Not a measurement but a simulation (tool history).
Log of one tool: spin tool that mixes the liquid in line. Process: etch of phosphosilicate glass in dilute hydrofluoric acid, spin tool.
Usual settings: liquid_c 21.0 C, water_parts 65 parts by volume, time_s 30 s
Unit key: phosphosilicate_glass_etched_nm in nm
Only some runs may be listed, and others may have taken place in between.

run,hour,liquid_c,water_parts,time_s,"read-back film thickness of the phosphosilicate glass reference wafer, read on the same gauge (nm)",phosphosilicate_glass_etched_nm
1,0.0,21.0,85,35,90.02,48.19
2,42.1,21.0,65,30,89.98,55.19
3,91.0,21.0,65,30,90.01,54.72
# hour 152.3: thermometer replaced
4,155.9,21.0,65,30,89.99,56.66
5,250.0,21.0,65,30,90.01,56.73
6,319.9,23.5,65,30,90.03,61.96
7,423.5,23.5,65,30,90.01,62.21
8,483.6,23.5,65,30,89.97,62.12
9,586.1,19.5,65,30,90.01,51.95
# hour 666.9: gauge calibrated
10,694.1,19.5,65,30,90.00,51.69
11,798.2,17.5,65,30,90.02,47.50
12,902.7,17.5,65,30,89.99,47.14
13,996.0,21.0,65,45,90.02,82.07
14,1075.0,26.0,65,30,90.02,66.11
15,1130.9,21.0,65,30,90.01,53.82
# hour 1186.7: thermometer replaced
16,1214.8,18.0,45,50,89.99,119.64
17,1322.1,25.0,65,30,89.99,65.11
18,1418.7,25.5,65,30,90.03,65.75
# hour 1525.3: hydrofluoric acid flow meter replaced
19,1678.8,21.0,75,30,89.98,48.77
20,1723.3,21.0,65,30,90.00,57.05
21,1792.4,21.0,90,25,90.01,33.07
22,1852.7,21.0,85,35,90.01,49.32
23,1914.3,25.5,65,45,90.01,101.46
24,1956.3,21.0,90,30,90.00,39.23

Expected results for the next run?
25,2049.2,21.0,75,45,?,?

Run 25 gave read-back film thickness of the phosphosilicate glass reference wafer, read on the same gauge (nm) 89.99, phosphosilicate_glass_etched_nm 71.65 nm.
Were there no unlogged condition in the tool, this run, its random variation unchanged, would have produced phosphosilicate_glass_etched_nm 74.57 nm.
